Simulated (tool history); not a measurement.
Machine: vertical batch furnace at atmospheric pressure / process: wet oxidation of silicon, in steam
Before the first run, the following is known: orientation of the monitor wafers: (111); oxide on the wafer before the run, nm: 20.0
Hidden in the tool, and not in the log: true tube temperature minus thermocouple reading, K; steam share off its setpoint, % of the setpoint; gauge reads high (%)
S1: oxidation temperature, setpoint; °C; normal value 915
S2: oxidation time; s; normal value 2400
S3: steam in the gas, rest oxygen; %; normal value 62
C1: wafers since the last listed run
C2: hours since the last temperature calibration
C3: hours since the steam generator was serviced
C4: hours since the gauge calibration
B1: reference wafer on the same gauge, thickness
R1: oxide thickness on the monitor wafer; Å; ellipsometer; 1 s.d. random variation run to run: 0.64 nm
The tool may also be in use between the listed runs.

run 1 hour=0 | S1=915 S2=2400 S3=54 | C1=0 C2=2220.3 C3=3485.1 C4=179.1 | B1=150.53 | R1=1306.5
run 2 hour=49.4 | S1=915 S2=2400 S3=62 | C1=971 C2=2269.7 C3=3534.5 C4=228.5 | B1=150.14 | R1=1458
run 3 hour=106.8 | S1=915 S2=2400 S3=62 | C1=1128 C2=2327.1 C3=3591.9 C4=285.9 | B1=149.94 | R1=1444.9
run 4 hour=144.2 | S1=915 S2=2400 S3=62 | C1=735 C2=2364.5 C3=3629.3 C4=323.3 | B1=149.93 | R1=1446.4
run 5 hour=203.4 | S1=915 S2=2130 S3=62 | C1=1163 C2=2423.7 C3=3688.5 C4=382.5 | B1=149.71 | R1=1317.8
run 6 hour=259.6 | S1=901 S2=2940 S3=62 | C1=1104 C2=2479.9 C3=3744.7 C4=438.7 | B1=149.46 | R1=1444
-- hour=296.3 steam generator serviced
run 7 hour=315.4 | S1=901 S2=2940 S3=62 | C1=625 C2=2535.7 C3=19.1 C4=494.5 | B1=149.46 | R1=1445.7
run 8 hour=351.7 | S1=915 S2=2880 S3=62 | C1=713 C2=2572 C3=55.4 C4=530.8 | B1=149.42 | R1=1651.2
run 9 hour=387.3 | S1=915 S2=2400 S3=62 | C1=699 C2=2607.6 C3=91 C4=566.4 | B1=149.45 | R1=1439.9
-- hour=441.6 thermocouples replaced and temperature profile calibrated
run 10 hour=442.1 | S1=936 S2=3570 S3=70 | C1=605 C2=0.5 C3=145.8 C4=621.2 | B1=149.52 | R1=2525.2
run 11 hour=472.4 | S1=923 S2=3150 S3=56 | C1=595 C2=30.8 C3=176.1 C4=651.5 | B1=149.4 | R1=1744.7
run 12 hour=500.9 | S1=915 S2=1500 S3=67 | C1=560 C2=59.3 C3=204.6 C4=680 | B1=149.29 | R1=1084.2
-- hour=510.7 gauge calibrated
run 13 hour=527.1 | S1=940 S2=2820 S3=69 | C1=515 C2=85.5 C3=230.8 C4=16.4 | B1=152.44 | R1=2219.5
run 14 hour=586 | S1=915 S2=2400 S3=62 | C1=1157 C2=144.4 C3=289.7 C4=75.3 | B1=151.76 | R1=1452
run 15 hour=611.2 | S1=940 S2=2820 S3=69 | C1=495 C2=169.6 C3=314.9 C4=100.5 | B1=151.1 | R1=2195.5
run 16 hour=662.3 | S1=915 S2=2400 S3=62 | C1=1004 C2=220.7 C3=366 C4=151.6 | B1=151.01 | R1=1453.9
run 17 hour=693.8 | S1=902 S2=2400 S3=62 | C1=619 C2=252.2 C3=397.5 C4=183.1 | B1=150.64 | R1=1265.4
run 18 hour=729.3 | S1=925 S2=2400 S3=59 | C1=697 C2=287.7 C3=433 C4=218.6 | B1=150.58 | R1=1525.3
run 19 hour=794.6 | S1=938 S2=2820 S3=50 | C1=1283 C2=353 C3=498.3 C4=283.9 | B1=150.46 | R1=1704

Each row is a separate what-if for the run after 19, all from the same tool condition, not one after another. Results?
run A hour=798.7 | S1=915 S2=2820 S3=62 | C1=80 C2=357.1 C3=502.4 C4=288 | B1=? | R1=?
run B hour=798.7 | S1=894 S2=2400 S3=62 | C1=80 C2=357.1 C3=502.4 C4=288 | B1=? | R1=?
run C hour=798.7 | S1=902 S2=1980 S3=73 | C1=80 C2=357.1 C3=502.4 C4=288 | B1=? | R1=?

run=A B1=150.22 R1=1622.7
run=B B1=150.22 R1=1148.4
run=C B1=150.22 R1=1232.4
Stripped of hidden state, with their random variation kept, the same runs would have yielded:
run=A R1=1641.9
run=B R1=1162
run=C R1=1247
